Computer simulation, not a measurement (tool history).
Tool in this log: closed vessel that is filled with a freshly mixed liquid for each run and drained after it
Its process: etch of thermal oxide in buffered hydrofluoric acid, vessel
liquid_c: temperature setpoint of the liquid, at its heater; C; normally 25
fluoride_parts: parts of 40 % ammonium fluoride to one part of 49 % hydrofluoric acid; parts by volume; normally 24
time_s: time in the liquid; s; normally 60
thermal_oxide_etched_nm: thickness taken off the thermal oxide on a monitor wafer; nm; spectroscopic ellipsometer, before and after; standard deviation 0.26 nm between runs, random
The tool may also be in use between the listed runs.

run,hour,liquid_c,fluoride_parts,time_s,"read-back film thickness of the thermal oxide reference wafer, read on the same gauge (nm)",thermal_oxide_etched_nm
1,0,25,24,60,79.99,28.56
2,130.8,25,24,70,79.99,32.25
3,183.4,25,27.5,60,80.05,25.23
4,211.1,25,27.5,60,80.03,25.6
5,250.4,25,21,60,79.98,30.52
6,304.6,25,21,60,79.99,30.42
7,355.2,25,24,60,79.99,27.28
8,391,25,24,60,80.01,27.44
9,428,25,24,60,79.96,27.35
10,454.6,25,24,60,80,27.03
11,508.2,25,24,60,80.01,27.01
12,552.9,21.5,16,60,79.97,31.27
# hour 557.2: hydrofluoric acid flow meter replaced
13,601.3,22,17.5,45,79.99,22.43
14,652.5,27.5,24,60,80.02,31.42
# hour 673.1: thermometer replaced
15,685.6,21.5,26.5,40,79.97,15.44
16,744.5,21,24,85,79.98,33.81
17,769.5,21.5,16,90,79.99,51.97
18,795.7,25,24,60,80.02,29.94
19,948.5,22.5,24,60,80.03,25.31
20,1002.4,25,30,60,79.95,25.1
21,1053.7,25,27.5,60,80.03,26.28
22,1080,25,27,85,80.06,37.47
23,1115.1,23,24,60,80,26.1
24,1159.4,25,24,60,80.02,28.92
# hour 1184.5: gauge calibrated
25,1214.3,26.5,24,60,80.01,30.96
26,1272.7,22.5,24,60,80.01,25
27,1318,25,24,60,79.94,28.22
# hour 1323.1: hydrofluoric acid flow meter replaced
28,1445.5,22.5,29,45,80.02,16.58
29,1505.6,20.5,24,60,80.05,21.46
30,1577.6,25,20.5,60,80.01,31.06
31,1637.9,25,24,50,80.01,22.91
32,1669.9,29,24,60,79.99,34.82
33,1722.2,22.5,29,45,79.99,15.91

Forecast each of these 4 alternatives for the next run:
A,1722.9,25,24,60,?,?
B,1722.9,25,29.5,85,?,?
C,1722.9,25,30,30,?,?
D,1722.9,25,19.5,60,?,?

run,"read-back film thickness of the thermal oxide reference wafer, read on the same gauge (nm)",thermal_oxide_etched_nm
A,80,27.54
B,80,33.85
C,80,11.81
D,80,32.02
Without the tool's hidden state the same runs would have given:
run,thermal_oxide_etched_nm
A,29.99
B,36.86
C,12.86
D,34.85

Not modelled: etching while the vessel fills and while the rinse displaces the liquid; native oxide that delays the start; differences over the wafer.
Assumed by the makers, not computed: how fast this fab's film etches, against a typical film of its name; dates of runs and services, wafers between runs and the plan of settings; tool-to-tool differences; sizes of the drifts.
